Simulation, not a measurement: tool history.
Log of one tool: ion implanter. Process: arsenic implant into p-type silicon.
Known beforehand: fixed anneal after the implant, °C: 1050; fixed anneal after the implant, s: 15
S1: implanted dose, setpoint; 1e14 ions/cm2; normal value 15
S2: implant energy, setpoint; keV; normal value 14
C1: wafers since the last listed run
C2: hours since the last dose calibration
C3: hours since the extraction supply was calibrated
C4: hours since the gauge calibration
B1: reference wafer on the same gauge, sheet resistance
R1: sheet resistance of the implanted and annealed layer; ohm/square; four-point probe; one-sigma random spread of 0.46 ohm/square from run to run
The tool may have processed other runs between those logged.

run,hour,S1,S2,C1,C2,C3,C4,B1,R1
1,0,12.74,14,0,224.3,2890.7,437.1,108.83,114.26
2,29.5,12.74,14,788,253.8,2920.2,466.6,108.94,114.03
3,85,13.86,16,1484,309.3,2975.7,522.1,108.97,107.73
4,185.2,13.86,16,2679,409.5,3075.9,622.3,109,108.24
5,253.4,15,14,1823,477.7,3144.1,690.5,109.06,105.76
6,315.2,15,14,1652,539.5,3205.9,752.3,109.1,106.56
7,349.9,15,14,927,574.2,3240.6,787,108.79,106.86
8,379.3,11.49,14,786,603.6,3270,816.4,109.27,121.51
9,468.5,11.49,14,2385,692.8,3359.2,905.6,109.03,121.34
10,529.1,11.49,14,1620,753.4,3419.8,966.2,108.98,122
11,562.4,15,14,890,786.7,3453.1,999.5,108.72,107.29
# hour 652.1: extraction supply calibrated
12,661.9,15,12,2446,886.2,9.8,1099,108.95,109.46
13,703.2,15,12,1104,927.5,51.1,1140.3,109.09,109.22
14,756.9,15,12,1435,981.2,104.8,1194,108.83,109.8
15,808.2,15,14,1371,1032.5,156.1,1245.3,108.96,109.49
16,858.4,12.98,16.5,1342,1082.7,206.3,1295.5,109.14,114.66
# hour 889.4: Faraday cup replaced and dose calibrated
17,924.1,15,16.5,1542,34.7,272,1361.2,108.92,103.75
18,957,12.78,11,879,67.6,304.9,1394.1,109.1,115.73
# hour 971: gauge calibrated
19,994.4,15,14,1000,105,342.3,23.4,109.25,105.59
20,1193,15,11,5310,303.6,540.9,222,109.16,108.04
21,1261.4,15,14,1829,372,609.3,290.4,108.99,105.99
22,1325.7,15,10.5,1719,436.3,673.6,354.7,109.03,108.3
23,1360.3,13.67,11,925,470.9,708.2,389.3,109.17,114.46
24,1402,15,14,1115,512.6,749.9,431,109.02,106.92
25,1449.9,12.6,11,1280,560.5,797.8,478.9,109.09,118.68
26,1503.5,13.73,14,1433,614.1,851.4,532.5,109.1,111.87
27,1572.9,13.19,12,1855,683.5,920.8,601.9,108.91,114.92
28,1624.3,16.97,18,1374,734.9,972.2,653.3,109.01,98.38

Below are 4 alternative next runs, each starting from the tool's condition after run 28. Predict each:
A,1624.7,13.76,14,10,735.3,972.6,653.7,?,?
B,1624.7,15,18,10,735.3,972.6,653.7,?,?
C,1624.7,16.54,15.5,10,735.3,972.6,653.7,?,?
D,1624.7,18.92,11.5,10,735.3,972.6,653.7,?,?

run,B1,R1
A,109.15,110.71
B,109.15,103.16
C,109.15,101.08
D,109.15,99.62
With the hidden condition removed and each run's random variation left untouched, the same runs would have given:
run,R1
A,108.66
B,101.33
C,99.53
D,98.39

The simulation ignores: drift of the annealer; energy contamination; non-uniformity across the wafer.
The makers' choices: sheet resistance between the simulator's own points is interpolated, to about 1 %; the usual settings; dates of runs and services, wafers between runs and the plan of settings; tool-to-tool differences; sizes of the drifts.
